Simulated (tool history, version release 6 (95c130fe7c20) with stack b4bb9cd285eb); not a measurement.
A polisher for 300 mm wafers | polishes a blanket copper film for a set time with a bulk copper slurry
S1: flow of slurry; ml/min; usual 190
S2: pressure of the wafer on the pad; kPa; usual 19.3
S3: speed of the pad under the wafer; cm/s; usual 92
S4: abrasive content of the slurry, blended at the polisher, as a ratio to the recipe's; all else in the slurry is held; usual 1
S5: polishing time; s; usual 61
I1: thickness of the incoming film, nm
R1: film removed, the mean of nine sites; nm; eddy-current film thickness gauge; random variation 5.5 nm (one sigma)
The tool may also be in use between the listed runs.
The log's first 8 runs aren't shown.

| run | hour | S1 | S2 | S3 | S4 | S5 | I1 | R1 |
|---|---|---|---|---|---|---|---|---|
| 9 | 275.8 | 190 | 19.3 | 92 | 1 | 61 | 2658.5 | 403.3 |
| 10 | 294.9 | 190 | 19.3 | 92 | 1 | 61 | 2677.2 | 404.3 |
|  | 329.3 | worn pad replaced by a new one |
| 11 | 386.8 | 190 | 19.3 | 92 | 1 | 61 | 2696.8 | 436 |
| 12 | 413.9 | 190 | 19.3 | 104 | 1 | 61 | 2639 | 481.6 |
| 13 | 428.7 | 190 | 19.3 | 92 | 1 | 61 | 2676.6 | 427.5 |
|  | 446.1 | slurry blender recalibrated |
| 14 | 460.1 | 190 | 19.3 | 68 | 1 | 61 | 2688.4 | 301.8 |
| 15 | 475.7 | 190 | 17.2 | 118 | 0.8 | 61 | 2700 | 452 |
|  | 508 | worn pad replaced by a new one |
| 16 | 508.5 | 190 | 19.3 | 92 | 1 | 61 | 2681.9 | 430.7 |
|  | 519.1 | head pressure recalibrated |
| 17 | 522.2 | 190 | 23.4 | 92 | 1 | 61 | 2663.4 | 536.2 |
| 18 | 546.7 | 190 | 19.3 | 92 | 1.1 | 42 | 2699.7 | 304.4 |
| 19 | 581.5 | 190 | 19.3 | 92 | 1 | 68 | 2720.5 | 486.9 |
| 20 | 603.1 | 165 | 23.4 | 92 | 1.15 | 81 | 2711 | 698.7 |
| 21 | 623.1 | 190 | 12.4 | 82 | 1 | 61 | 2707.6 | 238 |
| 22 | 657.3 | 190 | 19.3 | 92 | 1 | 61 | 2687.6 | 399.9 |
|  | 684.3 | slurry nozzle cleaned |
| 23 | 689.1 | 215 | 19.3 | 92 | 0.85 | 61 | 2658.8 | 393.5 |
|  | 712.1 | worn pad replaced by a new one |
| 24 | 712.6 | 190 | 19.3 | 114 | 1 | 44 | 2622.7 | 401.1 |
| 25 | 742.3 | 230 | 19.3 | 64 | 1 | 52 | 2689.7 | 260.3 |
| 26 | 756.6 | 190 | 19.3 | 72 | 1 | 66 | 2656.3 | 372.5 |
| 27 | 791.5 | 190 | 19.3 | 92 | 1 | 61 | 2635.4 | 433 |
| 28 | 817.4 | 190 | 19.3 | 92 | 1 | 61 | 2697.8 | 432.2 |
| 29 | 851.3 | 190 | 19.3 | 104 | 1 | 61 | 2703.7 | 471.9 |
| 30 | 863.4 | 190 | 19.3 | 80 | 1.1 | 61 | 2673.8 | 357 |
|  | 879.7 | worn pad replaced by a new one |
| 31 | 885.6 | 135 | 24.1 | 114 | 0.9 | 61 | 2629.6 | 634 |

3 ways to go on from here, each from the tool as it stands after run 31. What would each give?
| A | 886 | 190 | 19.3 | 92 | 1 | 61 | 2641.5 | ? |
| B | 886 | 145 | 15.2 | 122 | 1 | 61 | 2641.5 | ? |
| C | 886 | 190 | 14.5 | 108 | 1.3 | 48 | 2641.5 | ? |

| run | R1 |
|---|---|
| A | 435 |
| B | 433.1 |
| C | 315.3 |
Without the tool's hidden state the same runs would have given:
| run | R1 |
|---|---|
| A | 438.1 |
| B | 436.2 |
| C | 317.5 |
